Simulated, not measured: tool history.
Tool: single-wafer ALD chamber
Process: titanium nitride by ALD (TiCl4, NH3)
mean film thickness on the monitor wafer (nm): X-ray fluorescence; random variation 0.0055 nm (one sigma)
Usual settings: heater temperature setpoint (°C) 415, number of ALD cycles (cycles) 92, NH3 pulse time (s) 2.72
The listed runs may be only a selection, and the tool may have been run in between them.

run	hour	heater temperature setpoint (°C)	number of ALD cycles (cycles)	NH3 pulse time (s)	wafers since the last listed run	hours since the last thermocouple change	hours since the showerhead was replaced	hours since the gauge calibration	read-back reference wafer on the same gauge, thickness_nm	mean film thickness on the monitor wafer (nm)
1	0	415	92	2.72	0	1328.7	4570.5	109.4	2.316	2.197
2	8.7	415	92	2.72	20	1337.4	4579.2	118.1	2.319	2.196
3	21.7	415	92	2.72	30	1350.4	4592.2	131.1	2.319	2.19
4	34.5	415	92	2.72	29	1363.2	4605	143.9	2.321	2.198
5	48.5	415	92	2.72	32	1377.2	4619	157.9	2.322	2.188
6	60.3	415	92	2.72	27	1389	4630.8	169.7	2.32	2.191
7	71.7	415	92	2.72	26	1400.4	4642.2	181.1	2.323	2.195
8	82.8	415	92	2.72	25	1411.5	4653.3	192.2	2.323	2.198
9	93.2	415	92	2.72	24	1421.9	4663.7	202.6	2.324	2.199
10	108.1	415	92	2.72	34	1436.8	4678.6	217.5	2.328	2.194
11	114.3	415	92	2.72	14	1443	4684.8	223.7	2.327	2.197
# hour 125.7: thermocouple changed; heater temperature recalibrated
12	126.2	415	86	2.72	9	0.5	4696.7	235.6	2.329	2.063
13	137.7	415	86	2.72	26	12	4708.2	247.1	2.328	2.049
# hour 159.5: showerhead replaced
14	160	415	86	2.72	33	34.3	0.5	269.4	2.333	2.059
15	166.5	415	92	2.72	15	40.8	7	275.9	2.333	2.215
16	173.7	418	92	2.72	16	48	14.2	283.1	2.333	2.222
17	180.6	418	92	2.72	16	54.9	21.1	290	2.333	2.216
18	188.4	418	92	2.72	18	62.7	28.9	297.8	2.335	2.209
19	195.2	415	92	2.72	15	69.5	35.7	304.6	2.337	2.212
20	205.6	403	76	3.46	24	79.9	46.1	315	2.336	1.835
21	221.5	427	92	2.72	37	95.8	62	330.9	2.335	2.213
22	228.7	422	110	1.66	16	103	69.2	338.1	2.339	2.572
23	235.8	415	82	2.72	16	110.1	76.3	345.2	2.341	1.974
24	250.6	427	83	1.76	34	124.9	91.1	360	2.339	1.945
# hour 258: gauge calibrated
25	259.7	410	92	1.93	21	134	100.2	1.7	2.311	2.126
26	275.6	415	102	2.72	37	149.9	116.1	17.6	2.315	2.427
27	289.4	406	79	2.09	32	163.7	129.9	31.4	2.313	1.842
28	300.5	415	92	2.72	25	174.8	141	42.5	2.316	2.189
29	306.7	402	86	2.33	14	181	147.2	48.7	2.317	2.019
30	320.1	428	100	3.46	31	194.4	160.6	62.1	2.317	2.408
31	332.7	429	92	2.12	29	207	173.2	74.7	2.317	2.172
32	350	415	92	2.72	40	224.3	190.5	92	2.32	2.19
33	365	415	92	2.72	35	239.3	205.5	107	2.322	2.193
34	379.8	415	92	3.52	34	254.1	220.3	121.8	2.323	2.216
35	386	405	92	2.72	14	260.3	226.5	128	2.324	2.2
36	395.7	415	92	2.72	22	270	236.2	137.7	2.326	2.205
37	405.1	415	92	2.72	21	279.4	245.6	147.1	2.323	2.197
38	411.4	415	92	2.72	14	285.7	251.9	153.4	2.327	2.203
39	420.5	415	92	2.72	21	294.8	261	162.5	2.329	2.197
40	429.5	415	92	2.72	21	303.8	270	171.5	2.33	2.206

Selected run-to-run steps in mean film thickness on the monitor wafer (nm), each split into two signed amounts: the part the tool would show with no hidden state at all (from settings, incoming material and random variation), and the remainder, which goes to the hidden state together with any gauge scatter not common to the measured and the hidden-state-free results:
Hidden conditions of the tool in this case: wafer temperature above the value expected at the setpoint (K); gauge reads high (%).
Run 20 -> 21: heater temperature setpoint (°C) 403 -> 427, number of ALD cycles (cycles) 76 -> 92, NH3 pulse time (s) 3.46 -> 2.72. mean film thickness on the monitor wafer (nm) +0.378: hidden state +0.006, all else +0.372.
Run 22 -> 23: heater temperature setpoint (°C) 422 -> 415, number of ALD cycles (cycles) 110 -> 82, NH3 pulse time (s) 1.66 -> 2.72. mean film thickness on the monitor wafer (nm) -0.598: hidden state -0.007, all else -0.591.
Run 24 -> 25: heater temperature setpoint (°C) 427 -> 410, number of ALD cycles (cycles) 83 -> 92, NH3 pulse time (s) 1.76 -> 1.93, gauge calibrated. mean film thickness on the monitor wafer (nm) +0.181: hidden state -0.024, all else +0.205.
Run 26 -> 27: heater temperature setpoint (°C) 415 -> 406, number of ALD cycles (cycles) 102 -> 79, NH3 pulse time (s) 2.72 -> 2.09. mean film thickness on the monitor wafer (nm) -0.585: hidden state +0.001, all else -0.586.
Run 29 -> 30: heater temperature setpoint (°C) 402 -> 428, number of ALD cycles (cycles) 86 -> 100, NH3 pulse time (s) 2.33 -> 3.46. mean film thickness on the monitor wafer (nm) +0.389: hidden state +0.003, all else +0.386.
